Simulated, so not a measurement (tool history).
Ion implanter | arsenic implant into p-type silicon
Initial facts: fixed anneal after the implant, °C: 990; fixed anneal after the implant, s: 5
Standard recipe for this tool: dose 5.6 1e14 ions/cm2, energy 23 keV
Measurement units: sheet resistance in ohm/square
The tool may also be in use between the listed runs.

run,hour,dose,energy,"read-back reference wafer on the same gauge, sheet resistance",sheet resistance
1,0,5.6,23,175.98,210.34
# hour 57.6: gauge calibrated
2,63.4,5.6,23,176.06,210.61
3,108.8,5.6,23,176.06,210.29
4,145.4,5.6,23,175.97,210.67
5,214.3,5.6,23,176.05,210.33
6,273.6,5.6,23,175.99,210.52
7,309.6,5.6,23,175.91,210.44
8,334.3,4.97,16.5,176.08,239.18
9,359.9,5.6,23,176.06,209.54
# hour 402: extraction supply calibrated
10,402.9,6.64,15,176.01,209.96
11,467.8,4.25,19,176.05,260.42
# hour 479.4: gauge calibrated
# hour 505.1: Faraday cup replaced and dose calibrated
12,505.8,5.6,23,175.93,218.42

Run 13 has not been measured yet. What should we expect?
13,567.4,5.09,17.5,?,?

Run 13 measured read-back reference wafer on the same gauge, sheet resistance 176.11, sheet resistance 242.05 ohm/square.
Without the tool's hidden state the same run would have given sheet resistance 242.07 ohm/square.
